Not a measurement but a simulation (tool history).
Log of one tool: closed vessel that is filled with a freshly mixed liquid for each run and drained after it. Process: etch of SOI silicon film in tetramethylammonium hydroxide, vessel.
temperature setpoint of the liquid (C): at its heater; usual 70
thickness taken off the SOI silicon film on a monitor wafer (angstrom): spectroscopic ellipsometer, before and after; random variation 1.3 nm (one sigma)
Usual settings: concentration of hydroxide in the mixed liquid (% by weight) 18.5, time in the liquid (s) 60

run,day,temperature setpoint of the liquid (C),concentration of hydroxide in the mixed liquid (% by weight),time in the liquid (s),"read-back film thickness of the SOI silicon film reference wafer, read on the same gauge (nm)",thickness taken off the SOI silicon film on a monitor wafer (angstrom)
1,0,70,18.5,60,30.01,3309.7
2,1.358,70,18.5,60,30,3315
3,3.421,70,18.5,60,30.01,3304.1
4,10.896,70,18.5,60,29.99,3333
# day 14.658: hydroxide flow meter replaced
5,19.558,70,18.5,60,30,3339.6
6,21.962,70,18.5,60,29.98,3338.3
7,24.183,70,18.5,60,29.99,3371.9
8,27.075,70,18.5,60,29.99,3347.2
# day 27.246: thermometer replaced
9,28.625,70,18.5,60,30.02,3501.2
10,29.683,70,18.5,60,29.99,3471.6
11,31.267,70,18.5,60,30,3507.8
12,32.729,70,18.5,60,29.99,3513.5
13,34.175,70,15.5,35,29.99,2172.7
14,35.767,66,20.5,60,30,2644.2
# day 36.1: gauge calibrated
# day 36.475: thermometer replaced, repeated, since the last time left the tool worse
15,37.546,75.5,18.5,30,29.99,2165.9
# day 37.912: hydroxide flow meter replaced
16,39.025,64,14.5,90,29.99,3652.6
17,41.917,70,18.5,60,30.01,3196.6
18,43.571,66,13.5,60,29.99,2863.6
19,47.658,68,14.5,95,30.03,4962
20,49.729,62.5,18.5,80,30.02,2740.9
21,52.45,70,18.5,35,30.01,1864
22,55.117,70,18.5,60,29.98,3234.3
23,56.129,70,14.5,90,30,5277.3
24,57.196,70,18.5,45,30.01,2394.5
# day 58.408: hydroxide flow meter replaced
25,59.838,75.5,18.5,60,29.99,4412.3

4 ways to go on from here, each from the tool as it stands after run 25. What would each give?
A,59.867,70,18.5,85,?,?
B,59.867,72.5,18.5,95,?,?
C,59.867,70,18.5,80,?,?
D,59.867,73,18.5,80,?,?

run,"read-back film thickness of the SOI silicon film reference wafer, read on the same gauge (nm)",thickness taken off the SOI silicon film on a monitor wafer (angstrom)
A,30,4547.6
B,30,5878.8
C,30,4280.1
D,30,5095.5
Without the tool's hidden state the same runs would have given:
run,thickness taken off the SOI silicon film on a monitor wafer (angstrom)
A,4491.9
B,5807.9
C,4227.7
D,5034.2

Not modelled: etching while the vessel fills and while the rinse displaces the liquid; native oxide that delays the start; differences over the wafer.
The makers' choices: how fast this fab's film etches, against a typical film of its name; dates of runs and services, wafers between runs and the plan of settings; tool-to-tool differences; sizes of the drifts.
